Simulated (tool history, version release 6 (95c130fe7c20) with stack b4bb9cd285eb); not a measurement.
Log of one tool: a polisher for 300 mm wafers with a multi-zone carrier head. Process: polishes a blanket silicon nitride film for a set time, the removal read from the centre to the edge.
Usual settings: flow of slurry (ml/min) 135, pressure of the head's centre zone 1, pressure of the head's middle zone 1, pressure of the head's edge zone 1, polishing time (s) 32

| run | hour | flow of slurry (ml/min) | pressure of the head's centre zone | pressure of the head's middle zone | pressure of the head's edge zone | polishing time (s) | incoming thickness of the incoming film, nm | film removed at the wafer's centre (angstrom) | film removed at mid-radius (angstrom) | film removed at the wafer's edge (angstrom) |
|---|---|---|---|---|---|---|---|---|---|---|
| 1 | 0 | 155 | 1 | 1 | 1 | 32 | 906.5 | 1004 | 995 | 980 |
| 2 | 61.2 | 155 | 1 | 1 | 1 | 32 | 910.6 | 991 | 1007 | 977 |
|  | 125.5 | centre zone pressure recalibrated |
| 3 | 132.8 | 155 | 1 | 1 | 1 | 32 | 909.2 | 993 | 1002 | 974 |
| 4 | 201.2 | 175 | 1 | 0.88 | 0.92 | 32 | 925.7 | 1022 | 911 | 960 |
| 5 | 295.8 | 135 | 0.96 | 0.93 | 1.05 | 32 | 918.8 | 926 | 908 | 974 |
|  | 368.5 | carrier head's membrane replaced by a new one |
| 6 | 394.2 | 95 | 0.88 | 1 | 0.93 | 32 | 928.4 | 752 | 873 | 871 |
|  | 414.1 | edge zone pressure recalibrated |
| 7 | 474.4 | 175 | 1.07 | 1.08 | 1 | 39 | 933 | 1336 | 1326 | 1220 |
| 8 | 552.9 | 135 | 1 | 0.93 | 1 | 41 | 906.1 | 1242 | 1154 | 1232 |
|  | 558.1 | worn pad replaced by a new one |
| 9 | 616.6 | 105 | 0.96 | 0.91 | 1 | 32 | 926.4 | 860 | 842 | 926 |
|  | 631.6 | slurry nozzle cleaned |
| 10 | 719.6 | 120 | 1 | 1 | 1 | 32 | 910.7 | 944 | 945 | 947 |
| 11 | 814.3 | 135 | 1 | 1 | 1 | 32 | 933.3 | 969 | 966 | 971 |
| 12 | 869.8 | 135 | 1 | 1 | 1 | 32 | 932.8 | 973 | 976 | 942 |
| 13 | 906.2 | 135 | 1 | 1 | 1 | 40 | 916.4 | 1193 | 1213 | 1204 |
| 14 | 968.5 | 160 | 1.08 | 1.08 | 0.96 | 32 | 939.5 | 1097 | 1070 | 972 |
| 15 | 1075.6 | 105 | 1 | 1 | 1 | 41 | 926.3 | 1156 | 1167 | 1179 |
| 16 | 1161.7 | 135 | 1.11 | 1 | 1 | 26 | 929 | 859 | 783 | 792 |
| 17 | 1198.3 | 165 | 1.08 | 1.06 | 1 | 24 | 926.8 | 817 | 798 | 743 |
|  | 1211.3 | centre zone pressure recalibrated |
|  | 1242.3 | worn pad replaced by a new one |
| 18 | 1284.5 | 135 | 1 | 1 | 1 | 32 | 921 | 966 | 955 | 972 |
|  | 1305.6 | edge zone pressure recalibrated |
|  | 1513.3 | slurry nozzle cleaned |
| 19 | 1526.4 | 135 | 1 | 1 | 1 | 32 | 931.4 | 971 | 970 | 956 |
| 20 | 1583.8 | 135 | 1 | 1 | 1 | 32 | 931.5 | 961 | 948 | 950 |
| 21 | 1685.6 | 160 | 0.91 | 1 | 1 | 38 | 921.8 | 1081 | 1179 | 1185 |
|  | 1732.3 | carrier head's membrane replaced by a new one |
| 22 | 1783.4 | 135 | 1 | 1 | 1 | 32 | 930.2 | 968 | 964 | 979 |
| 23 | 1825 | 135 | 1 | 1 | 1 | 32 | 931.1 | 977 | 973 | 963 |

Forecast each of these 3 alternatives for the next run:
| A | 1825.4 | 135 | 1 | 1 | 1 | 32 | 904.5 | ? | ? | ? |
| B | 1825.4 | 105 | 1 | 1 | 1 | 23 | 904.5 | ? | ? | ? |
| C | 1825.4 | 150 | 1 | 1 | 1.11 | 38 | 904.5 | ? | ? | ? |

| run | film removed at the wafer's centre (angstrom) | film removed at mid-radius (angstrom) | film removed at the wafer's edge (angstrom) |
|---|---|---|---|
| A | 961 | 969 | 955 |
| B | 640 | 651 | 655 |
| C | 1172 | 1177 | 1213 |
Without the tool's hidden state the same runs would have given:
| run | film removed at the wafer's centre (angstrom) | film removed at mid-radius (angstrom) | film removed at the wafer's edge (angstrom) |
|---|---|---|---|
| A | 961 | 969 | 955 |
| B | 640 | 651 | 655 |
| C | 1172 | 1177 | 1213 |
